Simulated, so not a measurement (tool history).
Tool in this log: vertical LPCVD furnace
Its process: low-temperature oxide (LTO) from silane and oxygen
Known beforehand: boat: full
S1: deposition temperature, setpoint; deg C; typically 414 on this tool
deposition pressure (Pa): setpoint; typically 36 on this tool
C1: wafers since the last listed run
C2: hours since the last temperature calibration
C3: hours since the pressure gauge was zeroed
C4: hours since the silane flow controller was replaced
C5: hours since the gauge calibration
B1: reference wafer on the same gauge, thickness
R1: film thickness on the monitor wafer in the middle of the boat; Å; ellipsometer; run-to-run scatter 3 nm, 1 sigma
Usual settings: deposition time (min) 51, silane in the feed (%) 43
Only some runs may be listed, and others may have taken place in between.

{"run": 1, "day": 0.0, "S1": 414, "deposition pressure (Pa)": 36, "deposition time (min)": 63, "silane in the feed (%)": 43, "C1": 0, "C2": 1713.2, "C3": 2058.7, "C4": 5037.7, "C5": 255.8, "B1": 775.81, "R1": 9376.8}
{"run": 2, "day": 1.275, "S1": 414, "deposition pressure (Pa)": 36, "deposition time (min)": 63, "silane in the feed (%)": 43, "C1": 394, "C2": 1743.8, "C3": 2089.3, "C4": 5068.3, "C5": 286.4, "B1": 775.41, "R1": 9382.3}
{"run": 3, "day": 2.646, "S1": 414, "deposition pressure (Pa)": 36, "deposition time (min)": 63, "silane in the feed (%)": 43, "C1": 424, "C2": 1776.7, "C3": 2122.2, "C4": 5101.2, "C5": 319.3, "B1": 776.68, "R1": 9443.9}
{"run": 4, "day": 4.158, "S1": 414, "deposition pressure (Pa)": 36, "deposition time (min)": 51, "silane in the feed (%)": 43, "C1": 468, "C2": 1813, "C3": 2158.5, "C4": 5137.5, "C5": 355.6, "B1": 776.38, "R1": 7662.1}
{"run": 5, "day": 5.721, "S1": 414, "deposition pressure (Pa)": 36, "deposition time (min)": 51, "silane in the feed (%)": 43, "C1": 483, "C2": 1850.5, "C3": 2196, "C4": 5175, "C5": 393.1, "B1": 775.68, "R1": 7614}
{"run": 6, "day": 6.888, "S1": 414, "deposition pressure (Pa)": 36, "deposition time (min)": 51, "silane in the feed (%)": 43, "C1": 361, "C2": 1878.5, "C3": 2224, "C4": 5203, "C5": 421.1, "B1": 775.11, "R1": 7593.6}
{"run": 7, "day": 8.325, "S1": 414, "deposition pressure (Pa)": 36, "deposition time (min)": 61, "silane in the feed (%)": 43, "C1": 445, "C2": 1913, "C3": 2258.5, "C4": 5237.5, "C5": 455.6, "B1": 775.47, "R1": 9070.2}
{"run": 8, "day": 10.508, "S1": 414, "deposition pressure (Pa)": 36, "deposition time (min)": 61, "silane in the feed (%)": 43, "C1": 676, "C2": 1965.4, "C3": 2310.9, "C4": 5289.9, "C5": 508, "B1": 775.7, "R1": 9109.9}
{"run": 9, "day": 12.329, "S1": 414, "deposition pressure (Pa)": 39.3, "deposition time (min)": 51, "silane in the feed (%)": 43, "C1": 563, "C2": 2009.1, "C3": 2354.6, "C4": 5333.6, "C5": 551.7, "B1": 776.24, "R1": 8398.1}
{"run": 10, "day": 15.058, "S1": 414, "deposition pressure (Pa)": 39.3, "deposition time (min)": 51, "silane in the feed (%)": 43, "C1": 845, "C2": 2074.6, "C3": 2420.1, "C4": 5399.1, "C5": 617.2, "B1": 775.42, "R1": 8331.1}
{"run": 11, "day": 17.371, "S1": 420, "deposition pressure (Pa)": 36, "deposition time (min)": 51, "silane in the feed (%)": 43, "C1": 716, "C2": 2130.1, "C3": 2475.6, "C4": 5454.6, "C5": 672.7, "B1": 776.65, "R1": 8094.5}
{"run": 12, "day": 18.992, "S1": 420, "deposition pressure (Pa)": 36, "deposition time (min)": 51, "silane in the feed (%)": 43, "C1": 501, "C2": 2169, "C3": 2514.5, "C4": 5493.5, "C5": 711.6, "B1": 775.4, "R1": 8072.3}
{"day": 20.1, "done": "thermocouples replaced and temperature profile calibrated"}
{"run": 13, "day": 20.412, "S1": 420, "deposition pressure (Pa)": 36, "deposition time (min)": 51, "silane in the feed (%)": 43, "C1": 130, "C2": 7.5, "C3": 2548.6, "C4": 5527.6, "C5": 745.7, "B1": 776.09, "R1": 8137.6}
{"run": 14, "day": 21.621, "S1": 405, "deposition pressure (Pa)": 29.3, "deposition time (min)": 51, "silane in the feed (%)": 43, "C1": 374, "C2": 36.5, "C3": 2577.6, "C4": 5556.6, "C5": 774.7, "B1": 776.04, "R1": 5608.1}
{"run": 15, "day": 24.571, "S1": 405, "deposition pressure (Pa)": 29.3, "deposition time (min)": 51, "silane in the feed (%)": 43, "C1": 913, "C2": 107.3, "C3": 2648.4, "C4": 5627.4, "C5": 845.5, "B1": 775.08, "R1": 5549.1}
{"run": 16, "day": 26.579, "S1": 405, "deposition pressure (Pa)": 29.3, "deposition time (min)": 51, "silane in the feed (%)": 43, "C1": 621, "C2": 155.5, "C3": 2696.6, "C4": 5675.6, "C5": 893.7, "B1": 776.13, "R1": 5572.2}
{"run": 17, "day": 28.383, "S1": 414, "deposition pressure (Pa)": 36, "deposition time (min)": 36, "silane in the feed (%)": 48, "C1": 558, "C2": 198.8, "C3": 2739.9, "C4": 5718.9, "C5": 937, "B1": 775.73, "R1": 5932.6}
{"run": 18, "day": 29.642, "S1": 405, "deposition pressure (Pa)": 27.3, "deposition time (min)": 59.5, "silane in the feed (%)": 48, "C1": 389, "C2": 229, "C3": 2770.1, "C4": 5749.1, "C5": 967.2, "B1": 776.68, "R1": 6702}
{"run": 19, "day": 32.033, "S1": 414, "deposition pressure (Pa)": 36, "deposition time (min)": 51, "silane in the feed (%)": 43, "C1": 740, "C2": 286.4, "C3": 2827.5, "C4": 5806.5, "C5": 1024.6, "B1": 776.33, "R1": 7597.3}
{"run": 20, "day": 33.5, "S1": 421, "deposition pressure (Pa)": 36, "deposition time (min)": 60.5, "silane in the feed (%)": 43, "C1": 454, "C2": 321.6, "C3": 2862.7, "C4": 5841.7, "C5": 1059.8, "B1": 775.11, "R1": 9659.3}
{"day": 34.333, "done": "gauge calibrated"}
{"day": 37.125, "done": "silane flow controller replaced"}
{"run": 21, "day": 41.625, "S1": 425, "deposition pressure (Pa)": 30.7, "deposition time (min)": 69.5, "silane in the feed (%)": 39, "C1": 2206, "C2": 516.6, "C3": 3057.7, "C4": 108, "C5": 175, "B1": 776.38, "R1": 8868.8}
{"run": 22, "day": 44.362, "S1": 414, "deposition pressure (Pa)": 36, "deposition time (min)": 51, "silane in the feed (%)": 37, "C1": 847, "C2": 582.3, "C3": 3123.4, "C4": 173.7, "C5": 240.7, "B1": 775.92, "R1": 6391.2}
{"day": 46.862, "done": "pressure gauge zeroed"}
{"run": 23, "day": 46.883, "S1": 419, "deposition pressure (Pa)": 28, "deposition time (min)": 35.5, "silane in the feed (%)": 40, "C1": 470, "C2": 642.8, "C3": 0.5, "C4": 234.2, "C5": 301.2, "B1": 776.18, "R1": 4179.6}
{"run": 24, "day": 48.375, "S1": 414, "deposition pressure (Pa)": 36, "deposition time (min)": 51, "silane in the feed (%)": 40, "C1": 461, "C2": 678.6, "C3": 36.3, "C4": 270, "C5": 337, "B1": 776.01, "R1": 7317.3}
{"run": 25, "day": 49.571, "S1": 418, "deposition pressure (Pa)": 36, "deposition time (min)": 71, "silane in the feed (%)": 46, "C1": 370, "C2": 707.3, "C3": 65, "C4": 298.7, "C5": 365.7, "B1": 776.85, "R1": 12187.7}
{"run": 26, "day": 52.238, "S1": 414, "deposition pressure (Pa)": 36, "deposition time (min)": 51, "silane in the feed (%)": 49, "C1": 825, "C2": 771.3, "C3": 129, "C4": 362.7, "C5": 429.7, "B1": 776.29, "R1": 8914.2}
{"run": 27, "day": 53.404, "S1": 414, "deposition pressure (Pa)": 36, "deposition time (min)": 51, "silane in the feed (%)": 43, "C1": 361, "C2": 799.3, "C3": 157, "C4": 390.7, "C5": 457.7, "B1": 775.93, "R1": 7884.1}
{"run": 28, "day": 54.75, "S1": 414, "deposition pressure (Pa)": 44, "deposition time (min)": 51, "silane in the feed (%)": 43, "C1": 416, "C2": 831.6, "C3": 189.3, "C4": 423, "C5": 490, "B1": 776.32, "R1": 9556}
{"run": 29, "day": 55.8, "S1": 414, "deposition pressure (Pa)": 32.7, "deposition time (min)": 69, "silane in the feed (%)": 40, "C1": 325, "C2": 856.8, "C3": 214.5, "C4": 448.2, "C5": 515.2, "B1": 776.23, "R1": 8874}
{"run": 30, "day": 57.096, "S1": 402, "deposition pressure (Pa)": 32.7, "deposition time (min)": 34, "silane in the feed (%)": 39, "C1": 401, "C2": 887.9, "C3": 245.6, "C4": 479.3, "C5": 546.3, "B1": 775.64, "R1": 3764.5}
{"run": 31, "day": 59.342, "S1": 414, "deposition pressure (Pa)": 28.7, "deposition time (min)": 36, "silane in the feed (%)": 43, "C1": 695, "C2": 941.8, "C3": 299.5, "C4": 533.2, "C5": 600.2, "B1": 776.38, "R1": 4376.6}
{"run": 32, "day": 60.412, "S1": 414, "deposition pressure (Pa)": 36, "deposition time (min)": 51, "silane in the feed (%)": 43, "C1": 331, "C2": 967.5, "C3": 325.2, "C4": 558.9, "C5": 625.9, "B1": 775.81, "R1": 7863.6}

Here are 3 independent what-if runs from the current tool condition. What would each one return?
{"run": "A", "day": 60.646, "S1": 414, "deposition pressure (Pa)": 40, "deposition time (min)": 51, "silane in the feed (%)": 43, "C1": 72, "C2": 973.1, "C3": 330.8, "C4": 564.5, "C5": 631.5, "B1": "?", "R1": "?"}
{"run": "B", "day": 60.646, "S1": 409, "deposition pressure (Pa)": 28, "deposition time (min)": 51, "silane in the feed (%)": 43, "C1": 72, "C2": 973.1, "C3": 330.8, "C4": 564.5, "C5": 631.5, "B1": "?", "R1": "?"}
{"run": "C", "day": 60.646, "S1": 414, "deposition pressure (Pa)": 28, "deposition time (min)": 51, "silane in the feed (%)": 43, "C1": 72, "C2": 973.1, "C3": 330.8, "C4": 564.5, "C5": 631.5, "B1": "?", "R1": "?"}

run=A B1=776.03 R1=8708.1
run=B B1=776.03 R1=5761.4
run=C B1=776.03 R1=6065.7
Take away the tool's hidden state, keep each run's random variation, and the runs would have read:
run=A R1=8808.1
run=B R1=5856.3
run=C R1=6165.6

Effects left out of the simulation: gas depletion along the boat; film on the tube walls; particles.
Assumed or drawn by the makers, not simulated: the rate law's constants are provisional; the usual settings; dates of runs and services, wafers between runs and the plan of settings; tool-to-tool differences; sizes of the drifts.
